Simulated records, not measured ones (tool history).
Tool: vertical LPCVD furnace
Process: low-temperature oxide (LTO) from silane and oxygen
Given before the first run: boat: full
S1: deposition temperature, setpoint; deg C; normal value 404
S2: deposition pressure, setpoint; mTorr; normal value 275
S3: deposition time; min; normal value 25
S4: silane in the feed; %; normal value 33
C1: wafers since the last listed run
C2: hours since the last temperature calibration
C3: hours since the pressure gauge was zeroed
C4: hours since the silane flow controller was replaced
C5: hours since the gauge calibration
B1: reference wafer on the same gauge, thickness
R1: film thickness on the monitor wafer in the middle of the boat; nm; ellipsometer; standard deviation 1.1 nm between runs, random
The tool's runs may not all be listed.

{"run": 1, "day": 0.0, "S1": 404, "S2": 275, "S3": 25, "S4": 33, "C1": 0, "C2": 2369.6, "C3": 586, "C4": 1889.8, "C5": 1861.9, "B1": 213.18, "R1": 239.18}
{"run": 2, "day": 2.367, "S1": 413, "S2": 275, "S3": 25, "S4": 33, "C1": 1407, "C2": 2426.4, "C3": 642.8, "C4": 1946.6, "C5": 1918.7, "B1": 213.22, "R1": 266.45}
{"run": 3, "day": 4.438, "S1": 404, "S2": 275, "S3": 25, "S4": 29, "C1": 1231, "C2": 2476.1, "C3": 692.5, "C4": 1996.3, "C5": 1968.4, "B1": 213.29, "R1": 199.64}
{"run": 4, "day": 7.575, "S1": 404, "S2": 305, "S3": 25, "S4": 33, "C1": 1866, "C2": 2551.4, "C3": 767.8, "C4": 2071.6, "C5": 2043.7, "B1": 212.97, "R1": 265.94}
{"run": 5, "day": 10.933, "S1": 404, "S2": 305, "S3": 25, "S4": 33, "C1": 1997, "C2": 2632, "C3": 848.4, "C4": 2152.2, "C5": 2124.3, "B1": 212.94, "R1": 264.79}
{"run": 6, "day": 15.408, "S1": 404, "S2": 305, "S3": 25, "S4": 33, "C1": 2661, "C2": 2739.4, "C3": 955.8, "C4": 2259.6, "C5": 2231.7, "B1": 212.61, "R1": 265.05}
{"run": 7, "day": 17.129, "S1": 404, "S2": 275, "S3": 25, "S4": 33, "C1": 1023, "C2": 2780.7, "C3": 997.1, "C4": 2300.9, "C5": 2273, "B1": 213.38, "R1": 242.08}
{"run": 8, "day": 19.775, "S1": 399, "S2": 345, "S3": 25, "S4": 27, "C1": 1573, "C2": 2844.2, "C3": 1060.6, "C4": 2364.4, "C5": 2336.5, "B1": 212.68, "R1": 211.74}
{"run": 9, "day": 23.5, "S1": 404, "S2": 275, "S3": 25, "S4": 29, "C1": 2215, "C2": 2933.6, "C3": 1150, "C4": 2453.8, "C5": 2425.9, "B1": 213.19, "R1": 200.07}
{"run": 10, "day": 27.067, "S1": 404, "S2": 275, "S3": 25, "S4": 33, "C1": 2121, "C2": 3019.2, "C3": 1235.6, "C4": 2539.4, "C5": 2511.5, "B1": 212.89, "R1": 239.83}
{"run": 11, "day": 31.454, "S1": 404, "S2": 275, "S3": 25, "S4": 28, "C1": 2609, "C2": 3124.5, "C3": 1340.9, "C4": 2644.7, "C5": 2616.8, "B1": 213.25, "R1": 190.51}
{"run": 12, "day": 33.275, "S1": 415, "S2": 330, "S3": 33.5, "S4": 28, "C1": 1082, "C2": 3168.2, "C3": 1384.6, "C4": 2688.4, "C5": 2660.5, "B1": 213.25, "R1": 344.32}
{"run": 13, "day": 36.871, "S1": 404, "S2": 220, "S3": 25, "S4": 27, "C1": 2138, "C2": 3254.5, "C3": 1470.9, "C4": 2774.7, "C5": 2746.8, "B1": 212.78, "R1": 144.08}
{"run": 14, "day": 39.904, "S1": 395, "S2": 275, "S3": 25, "S4": 33, "C1": 1804, "C2": 3327.3, "C3": 1543.7, "C4": 2847.5, "C5": 2819.6, "B1": 212.96, "R1": 217.73}
{"day": 42.138, "done": "pressure gauge zeroed"}
{"run": 15, "day": 42.158, "S1": 399, "S2": 345, "S3": 25, "S4": 27, "C1": 745, "C2": 3381.4, "C3": 0.5, "C4": 2901.6, "C5": 2873.7, "B1": 212.72, "R1": 211.26}
{"run": 16, "day": 45.642, "S1": 394, "S2": 275, "S3": 25, "S4": 36, "C1": 2071, "C2": 3465, "C3": 84.1, "C4": 2985.2, "C5": 2957.3, "B1": 213.32, "R1": 242.23}
{"day": 47.558, "done": "gauge calibrated"}
{"day": 47.85, "done": "thermocouples replaced and temperature profile calibrated"}
{"run": 17, "day": 48.804, "S1": 413, "S2": 275, "S3": 25, "S4": 38, "C1": 1286, "C2": 22.9, "C3": 160, "C4": 3061.1, "C5": 29.9, "B1": 212.94, "R1": 318.25}
{"day": 50.221, "done": "silane flow controller replaced"}
{"run": 18, "day": 53.004, "S1": 411, "S2": 275, "S3": 25, "S4": 33, "C1": 1903, "C2": 123.7, "C3": 260.8, "C4": 66.8, "C5": 130.7, "B1": 213.35, "R1": 258.98}
{"run": 19, "day": 56.875, "S1": 408, "S2": 215, "S3": 25, "S4": 31, "C1": 2302, "C2": 216.6, "C3": 353.7, "C4": 159.7, "C5": 223.6, "B1": 213.07, "R1": 178.3}
{"run": 20, "day": 59.425, "S1": 404, "S2": 325, "S3": 25, "S4": 39, "C1": 1516, "C2": 277.8, "C3": 414.9, "C4": 220.9, "C5": 284.8, "B1": 213, "R1": 353.26}
{"run": 21, "day": 63.304, "S1": 404, "S2": 275, "S3": 29.5, "S4": 33, "C1": 2307, "C2": 370.9, "C3": 508, "C4": 314, "C5": 377.9, "B1": 213.01, "R1": 284.43}
{"run": 22, "day": 66.121, "S1": 413, "S2": 230, "S3": 30.5, "S4": 30, "C1": 1675, "C2": 438.5, "C3": 575.6, "C4": 381.6, "C5": 445.5, "B1": 213, "R1": 237.67}
{"run": 23, "day": 69.617, "S1": 404, "S2": 275, "S3": 25, "S4": 33, "C1": 2079, "C2": 522.4, "C3": 659.5, "C4": 465.5, "C5": 529.4, "B1": 213.06, "R1": 241.4}
{"run": 24, "day": 73.538, "S1": 404, "S2": 275, "S3": 25, "S4": 36, "C1": 2331, "C2": 616.5, "C3": 753.6, "C4": 559.6, "C5": 623.5, "B1": 213.58, "R1": 268.08}
{"run": 25, "day": 85.704, "S1": 410, "S2": 275, "S3": 25, "S4": 33, "C1": 7236, "C2": 908.5, "C3": 1045.6, "C4": 851.6, "C5": 915.5, "B1": 212.98, "R1": 258.21}
{"run": 26, "day": 87.958, "S1": 404, "S2": 275, "S3": 25, "S4": 38, "C1": 1340, "C2": 962.6, "C3": 1099.7, "C4": 905.7, "C5": 969.6, "B1": 212.73, "R1": 288.17}
{"run": 27, "day": 91.158, "S1": 404, "S2": 275, "S3": 21.5, "S4": 33, "C1": 1903, "C2": 1039.4, "C3": 1176.5, "C4": 982.5, "C5": 1046.4, "B1": 213.18, "R1": 207.42}
{"run": 28, "day": 92.892, "S1": 404, "S2": 305, "S3": 33, "S4": 33, "C1": 1030, "C2": 1081, "C3": 1218.1, "C4": 1024.1, "C5": 1088, "B1": 212.89, "R1": 355.13}
{"run": 29, "day": 94.988, "S1": 392, "S2": 275, "S3": 25, "S4": 30, "C1": 1246, "C2": 1131.3, "C3": 1268.4, "C4": 1074.4, "C5": 1138.3, "B1": 213.07, "R1": 182.14}
{"run": 30, "day": 96.75, "S1": 397, "S2": 275, "S3": 25, "S4": 38, "C1": 1048, "C2": 1173.6, "C3": 1310.7, "C4": 1116.7, "C5": 1180.6, "B1": 212.95, "R1": 266.47}

Exercise: give the hidden state of the tool at every run:
true tube temperature minus thermocouple reading, K: 0 on each run
true pressure minus gauge reading, mTorr: 0 on each run
deviation of the silane flow from its setpoint, %: 0 on each run
gauge reads high (%): 0 on each run
